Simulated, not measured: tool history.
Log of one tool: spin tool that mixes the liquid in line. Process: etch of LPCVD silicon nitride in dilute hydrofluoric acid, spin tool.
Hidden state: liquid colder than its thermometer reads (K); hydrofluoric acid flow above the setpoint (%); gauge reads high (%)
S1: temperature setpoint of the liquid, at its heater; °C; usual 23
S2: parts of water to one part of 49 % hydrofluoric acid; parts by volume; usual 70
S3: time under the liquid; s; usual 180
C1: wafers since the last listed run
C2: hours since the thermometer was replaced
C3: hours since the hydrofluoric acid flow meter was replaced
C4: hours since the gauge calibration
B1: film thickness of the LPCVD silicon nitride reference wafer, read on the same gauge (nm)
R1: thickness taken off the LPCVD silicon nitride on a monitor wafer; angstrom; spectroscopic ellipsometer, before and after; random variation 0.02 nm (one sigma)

run     day    S1   S2   S3   C1      C2      C3     C4       B1     R1
  1       0    23   70  220    0  1836.4  1446.5  182.1  149.957  14.32
  2   0.612    23   70  220   97  1851.1  1461.2  196.8  149.979  14.66
  3   1.167    23   70  180   88  1864.4  1474.5  210.1  149.982  12.05
  4   1.792    23   70  180   99  1879.4  1489.5  225.1  149.991  12.14
  5   2.108    23   70  180   50    1887  1497.1  232.7  149.973     12
  6    2.45    23   70  180   54  1895.2  1505.3  240.9  149.999  11.87
  7   2.979    22   80  180   84  1907.9    1518  253.6  150.019   9.55
  8   3.371    22   80  180   62  1917.3  1527.4    263  149.983   9.82
  9   4.104  25.5   70  180  117  1934.9    1545  280.6  150.029  14.01
 10   4.512  25.5   70  180   65  1944.7  1554.8  290.4  149.936  13.64
 11   4.879    23   70  180   58  1953.5  1563.6  299.2  149.989  12.09
 12   5.446    23   70  180   90  1967.1  1577.2  312.8  149.983  11.99
      5.579  -- hydrofluoric acid flow meter replaced
 13   6.812    23   70  180  211  1999.9    29.6  345.6  150.005  11.81
 14   7.562    23   70  180  119  2017.9    47.6  363.6  149.986  11.66
      7.712  -- thermometer replaced
 15   7.817    23   70  180   33     2.5    53.7  369.7  150.009  12.33
      8.025  -- gauge calibrated
 16   8.242    20   70  140   67    12.7    63.9    5.2  150.005   7.54
 17   8.596    23   70  180   56    21.2    72.4   13.7  149.987   11.9
 18   8.983    20   85  275   61    30.5    81.7     23  150.002  11.84
 19   9.388    27   60  285   64    40.2    91.4   32.7  150.002  29.58
 20  10.071    23   70  150  109    56.6   107.8   49.1      150   9.51
 21  10.421  21.5   45   75   55      65   116.2   57.5  149.952   6.65
 22  10.833    23   70  180   65    74.9   126.1   67.4  149.999  11.64
 23  11.288    23   70  180   72    85.8     137   78.3  149.974  11.79
 24  11.783    23   70  225   79    97.7   148.9   90.2  149.979  14.93
 25  13.829    23   70  180  326   146.8     198  139.3   149.98  11.62
 26  14.471    23   70  290  102   162.2   213.4  154.7  150.046  18.96
 27  15.212    21   70  180  118     180   231.2  172.5  150.027   10.3
 28  15.912    23   70  290  111   196.8     248  189.3  150.008  19.13
 29  16.238    21   40  135   51   204.6   255.8  197.1   149.97  13.57
 30  16.958  20.5   90  110  115   221.9   273.1  214.4  150.004   4.72
 31  17.554  27.5   70  180   95   236.2   287.4  228.7   150.01  15.63
 32  18.242    25   70  180  109   252.7   303.9  245.2  150.011  13.32
 33  18.629  20.5  105  245   61     262   313.2  254.5  150.012   9.02
 34  18.904    23   90  180   43   268.6   319.8  261.1  150.043   9.16

How the hidden state differs across the entries between the runs, from the last listed run before each to the first after it:
Between runs 12 and 13: hydrofluoric acid flow meter replaced (day 5.579)
  no hidden state differs between the two runs
Between runs 14 and 15: thermometer replaced (day 7.712)
  no hidden state differs between the two runs
Between runs 15 and 16: gauge calibrated (day 8.025)
  no hidden state differs between the two runs

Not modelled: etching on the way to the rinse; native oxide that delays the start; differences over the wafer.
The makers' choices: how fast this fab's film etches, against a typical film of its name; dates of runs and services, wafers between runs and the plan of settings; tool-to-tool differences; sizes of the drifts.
